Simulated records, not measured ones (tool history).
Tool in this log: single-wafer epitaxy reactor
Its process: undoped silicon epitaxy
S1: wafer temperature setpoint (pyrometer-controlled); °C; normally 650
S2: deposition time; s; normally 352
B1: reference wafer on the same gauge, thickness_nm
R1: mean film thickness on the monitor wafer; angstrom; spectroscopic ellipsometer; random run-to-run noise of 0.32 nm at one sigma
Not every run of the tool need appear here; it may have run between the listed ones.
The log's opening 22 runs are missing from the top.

run    hour   S1   S2      B1      R1
 23   667.7  650  352  52.857  641.72
 24   686.9  637  417  52.851  572.77
 25   711.6  636  328  52.802  437.13
 26   741.0  657  414  52.907  860.06
 27   773.8  638  416  52.925  578.00
 28   845.7  650  319  52.932  568.96
 29   880.5  664  393  52.919  934.71
 30   907.8  650  352  52.937  619.71
 31   937.4  650  391  52.906  691.94
 32   957.3  646  418  52.924  677.75
      965.7  -- gauge calibrated
 33   975.7  661  376  52.839  832.43
 34   998.0  659  398  52.837  837.78
 35  1027.6  660  352  52.970  765.36
 36  1058.5  650  352  52.869  620.14
 37  1087.1  650  322  52.859  557.99
 38  1170.8  662  352  52.864  780.80
 39  1182.9  644  352  52.926  540.17
 40  1216.3  650  323  52.823  561.60
 41  1241.0  657  378  52.854  750.00
 42  1271.7  661  399  52.863  865.31
 43  1300.5  650  352  52.809  609.14
 44  1358.9  650  324  52.880  557.15
 45  1390.4  654  413  52.859  770.42

3 ways to go on from here, each from the tool as it stands after run 45. What would each give?
  A  1390.9  650  352   ?   ?
  B  1390.9  659  318   ?   ?
  C  1390.9  640  323   ?   ?

run      B1      R1
  A  52.892  606.21
  B  52.892  659.71
  C  52.892  450.47
With the hidden condition removed and each run's random variation left untouched, the same runs would have given:
run      R1
  A  647.94
  B  704.26
  C  482.16
